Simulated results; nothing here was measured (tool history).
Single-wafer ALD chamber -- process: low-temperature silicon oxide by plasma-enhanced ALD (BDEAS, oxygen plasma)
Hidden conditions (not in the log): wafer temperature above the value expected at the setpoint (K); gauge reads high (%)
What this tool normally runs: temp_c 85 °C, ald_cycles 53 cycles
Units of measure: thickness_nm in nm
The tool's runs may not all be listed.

run	hour	temp_c	ald_cycles	wafers since the last listed run	hours since the last thermocouple change	hours since the gauge calibration	read-back reference wafer on the same gauge, thickness_nm	thickness_nm
1	0	85	48	0	1050.6	125.3	8.344	7.36
2	63.4	85	48	357	1114	188.7	8.324	7.395
3	105.8	85	48	238	1156.4	231.1	8.317	7.374
4	143.1	85	49	210	1193.7	268.4	8.307	7.494
5	212.8	79	53	392	1263.4	338.1	8.306	8.323
6	282.7	79	53	393	1333.3	408	8.299	8.286
7	310.7	79	53	157	1361.3	436	8.287	8.268
8	376	85	59	367	1426.6	501.3	8.275	9.011
9	489.6	85	53	640	1540.2	614.9	8.25	8.101
10	547.6	78	46	326	1598.2	672.9	8.244	7.199
# hour 561.1: thermocouple changed; heater temperature recalibrated
11	604.1	70	63	273	43	729.4	8.233	10.202
12	655.8	76	44	291	94.7	781.1	8.221	6.953
# hour 670.7: gauge calibrated
13	724.2	78	46	385	163.1	53.5	8.319	7.297
14	779.4	85	53	311	218.3	108.7	8.326	8.112
15	807.9	85	46	160	246.8	137.2	8.31	7.095
16	883.9	85	57	428	322.8	213.2	8.299	8.757

Predict each of these 5 candidate next runs independently; none follows another, all start after run 16:
A	884.4	93	53	2	323.3	213.7	?	?
B	884.4	98	57	2	323.3	213.7	?	?
C	884.4	76	62	2	323.3	213.7	?	?
D	884.4	77	63	2	323.3	213.7	?	?
E	884.4	89	53	2	323.3	213.7	?	?

run	read-back reference wafer on the same gauge, thickness_nm	thickness_nm
A	8.296	7.819
B	8.296	8.24
C	8.296	9.774
D	8.296	9.894
E	8.296	7.945
With no hidden state in the tool, these same runs would have given:
run	thickness_nm
A	7.866
B	8.29
C	9.833
D	9.954
E	7.993
